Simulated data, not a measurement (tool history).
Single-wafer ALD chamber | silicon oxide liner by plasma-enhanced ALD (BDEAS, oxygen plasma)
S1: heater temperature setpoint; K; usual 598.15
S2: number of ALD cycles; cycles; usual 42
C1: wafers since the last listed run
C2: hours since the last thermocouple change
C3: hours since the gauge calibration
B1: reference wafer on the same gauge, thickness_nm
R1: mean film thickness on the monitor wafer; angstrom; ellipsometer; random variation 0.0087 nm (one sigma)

| run | day | S1 | S2 | C1 | C2 | C3 | B1 | R1 |
|---|---|---|---|---|---|---|---|---|
| 1 | 0 | 598.15 | 42 | 0 | 1000.9 | 140.2 | 4.1 | 34.71 |
| 2 | 0.492 | 598.15 | 42 | 99 | 1012.7 | 152 | 4.106 | 34.74 |
| 3 | 1.158 | 598.15 | 42 | 134 | 1028.7 | 168 | 4.106 | 34.91 |
| 4 | 1.875 | 598.15 | 38 | 144 | 1045.9 | 185.2 | 4.106 | 31.52 |
| 5 | 2.162 | 598.15 | 38 | 58 | 1052.8 | 192.1 | 4.108 | 31.46 |
| 6 | 2.617 | 598.15 | 42 | 91 | 1063.7 | 203 | 4.109 | 34.86 |
| 7 | 3.25 | 598.15 | 42 | 127 | 1078.9 | 218.2 | 4.113 | 34.85 |
| 8 | 3.617 | 598.15 | 39 | 74 | 1087.7 | 227 | 4.112 | 32.33 |
| 9 | 4.367 | 598.15 | 39 | 151 | 1105.7 | 245 | 4.119 | 32.32 |
| 10 | 4.95 | 598.15 | 39 | 117 | 1119.7 | 259 | 4.121 | 32.36 |
| 11 | 5.642 | 598.15 | 44 | 139 | 1136.3 | 275.6 | 4.125 | 36.61 |
| 12 | 6.342 | 598.15 | 44 | 141 | 1153.1 | 292.4 | 4.129 | 36.62 |
| 13 | 7.038 | 586.15 | 35 | 140 | 1169.8 | 309.1 | 4.133 | 29.74 |
|  | 7.258 | gauge calibrated |
| 14 | 7.796 | 604.15 | 36 | 153 | 1188 | 12.9 | 4.084 | 29.51 |
| 15 | 8.258 | 603.15 | 37 | 93 | 1199.1 | 24 | 4.082 | 30.39 |
| 16 | 8.629 | 603.15 | 48 | 74 | 1208 | 32.9 | 4.086 | 39.42 |
| 17 | 9.117 | 594.15 | 39 | 98 | 1219.7 | 44.6 | 4.087 | 32.36 |
|  | 9.604 | thermocouple changed; heater temperature recalibrated |
| 18 | 9.625 | 598.15 | 42 | 35 | 0.5 | 56.8 | 4.086 | 34.7 |
| 19 | 11.508 | 611.15 | 36 | 380 | 45.7 | 102 | 4.09 | 29.09 |
| 20 | 12.158 | 598.15 | 42 | 131 | 61.3 | 117.6 | 4.09 | 34.79 |
| 21 | 12.821 | 602.15 | 40 | 133 | 77.2 | 133.5 | 4.092 | 32.7 |
| 22 | 13.121 | 612.15 | 34 | 60 | 84.4 | 140.7 | 4.093 | 27.44 |
| 23 | 14.096 | 584.15 | 48 | 196 | 107.8 | 164.1 | 4.095 | 40.65 |
| 24 | 14.392 | 598.15 | 42 | 59 | 114.9 | 171.2 | 4.098 | 34.81 |

3 ways to go on from here, each from the tool as it stands after run 24. What would each give?
| A | 14.412 | 598.15 | 34 | 4 | 115.4 | 171.7 | ? | ? |
| B | 14.412 | 585.15 | 49 | 4 | 115.4 | 171.7 | ? | ? |
| C | 14.412 | 585.15 | 35 | 4 | 115.4 | 171.7 | ? | ? |

| run | B1 | R1 |
|---|---|---|
| A | 4.097 | 28.01 |
| B | 4.097 | 41.23 |
| C | 4.097 | 29.45 |
Without the tool's hidden state the same runs would have given:
| run | R1 |
|---|---|
| A | 27.95 |
| B | 41.15 |
| C | 29.39 |

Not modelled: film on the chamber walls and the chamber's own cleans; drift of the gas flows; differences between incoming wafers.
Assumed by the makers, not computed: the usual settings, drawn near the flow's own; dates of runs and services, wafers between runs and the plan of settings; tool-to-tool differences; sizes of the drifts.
